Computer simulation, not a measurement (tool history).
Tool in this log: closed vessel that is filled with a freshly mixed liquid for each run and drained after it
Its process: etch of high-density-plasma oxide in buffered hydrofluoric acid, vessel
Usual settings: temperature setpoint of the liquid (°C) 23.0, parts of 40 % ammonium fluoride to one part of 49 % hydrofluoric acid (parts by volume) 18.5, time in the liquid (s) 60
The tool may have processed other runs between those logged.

| run | day | temperature setpoint of the liquid (°C) | parts of 40 % ammonium fluoride to one part of 49 % hydrofluoric acid (parts by volume) | time in the liquid (s) | wafers since the last listed run | hours since the thermometer was replaced | hours since the hydrofluoric acid flow meter was replaced | hours since the gauge calibration | read-back film thickness of the high-density-plasma oxide reference wafer, read on the same gauge (nm) | thickness taken off the high-density-plasma oxide on a monitor wafer (nm) |
|---|---|---|---|---|---|---|---|---|---|---|
| 1 | 0.000 | 23.0 | 18.5 | 60 | 0 | 2425.6 | 588.2 | 130.8 | 110.00 | 61.82 |
| 2 | 0.504 | 23.0 | 18.5 | 60 | 947 | 2437.7 | 600.3 | 142.9 | 109.98 | 62.85 |
| 3 | 0.762 | 23.0 | 18.5 | 60 | 485 | 2443.9 | 606.5 | 149.1 | 110.01 | 62.68 |
| 4 | 1.112 | 23.0 | 18.5 | 60 | 657 | 2452.3 | 614.9 | 157.5 | 109.98 | 63.11 |
| 5 | 1.438 | 23.0 | 18.5 | 60 | 610 | 2460.1 | 622.7 | 165.3 | 110.03 | 62.41 |
| 6 | 2.646 | 23.0 | 18.5 | 60 | 2269 | 2489.1 | 651.7 | 194.3 | 110.00 | 62.82 |
| 7 | 3.196 | 23.0 | 18.5 | 75 | 1033 | 2502.3 | 664.9 | 207.5 | 110.04 | 77.62 |
| 8 | 3.654 | 23.0 | 18.5 | 75 | 860 | 2513.3 | 675.9 | 218.5 | 110.01 | 77.91 |
| 9 | 3.996 | 23.0 | 18.5 | 60 | 641 | 2521.5 | 684.1 | 226.7 | 110.00 | 63.27 |
| 10 | 4.467 | 23.0 | 18.5 | 60 | 884 | 2532.8 | 695.4 | 238.0 | 109.98 | 62.00 |
| 11 | 4.983 | 23.0 | 18.5 | 70 | 970 | 2545.2 | 707.8 | 250.4 | 109.98 | 72.87 |
|  | 5.104 | thermometer replaced |
|  | 5.579 | hydrofluoric acid flow meter replaced |
| 12 | 5.600 | 23.0 | 18.5 | 70 | 1001 | 11.9 | 0.5 | 265.2 | 109.99 | 72.49 |
| 13 | 6.179 | 19.5 | 16.5 | 30 | 1087 | 25.8 | 14.4 | 279.1 | 110.01 | 28.59 |
| 14 | 6.517 | 19.5 | 18.5 | 30 | 633 | 33.9 | 22.5 | 287.2 | 110.00 | 25.85 |
| 15 | 7.033 | 23.0 | 18.5 | 60 | 970 | 46.3 | 34.9 | 299.6 | 110.00 | 62.77 |
| 16 | 7.779 | 23.0 | 18.5 | 70 | 1401 | 64.2 | 52.8 | 317.5 | 109.99 | 72.90 |
| 17 | 8.042 | 27.5 | 18.5 | 30 | 493 | 70.5 | 59.1 | 323.8 | 110.02 | 40.39 |
|  | 8.075 | gauge calibrated |
| 18 | 8.350 | 25.0 | 12.0 | 85 | 579 | 77.9 | 66.5 | 6.6 | 110.00 | 151.27 |
| 19 | 8.771 | 23.0 | 18.5 | 60 | 790 | 88.0 | 76.6 | 16.7 | 109.97 | 62.41 |
| 20 | 9.425 | 26.5 | 25.0 | 90 | 1228 | 103.7 | 92.3 | 32.4 | 110.01 | 90.82 |
| 21 | 9.725 | 27.5 | 16.0 | 60 | 563 | 110.9 | 99.5 | 39.6 | 109.99 | 92.22 |
| 22 | 10.308 | 19.5 | 16.5 | 95 | 1095 | 124.9 | 113.5 | 53.6 | 109.99 | 90.62 |
| 23 | 10.975 | 23.0 | 18.5 | 60 | 1252 | 140.9 | 129.5 | 69.6 | 109.98 | 63.17 |
| 24 | 11.312 | 19.0 | 21.5 | 30 | 633 | 149.0 | 137.6 | 77.7 | 110.01 | 22.21 |
| 25 | 12.004 | 23.0 | 18.5 | 60 | 1299 | 165.6 | 154.2 | 94.3 | 110.04 | 62.73 |

Describe how what the log doesn't record of the tool's condition differs between the last listed run preceding each entry between runs and the first listed run following it.
After run 11, before run 12: thermometer replaced (day 5.104); hydrofluoric acid flow meter replaced (day 5.579)
  nothing in the hidden state changes from one run to the other
After run 17, before run 18: gauge calibrated (day 8.075)
  nothing in the hidden state changes from one run to the other

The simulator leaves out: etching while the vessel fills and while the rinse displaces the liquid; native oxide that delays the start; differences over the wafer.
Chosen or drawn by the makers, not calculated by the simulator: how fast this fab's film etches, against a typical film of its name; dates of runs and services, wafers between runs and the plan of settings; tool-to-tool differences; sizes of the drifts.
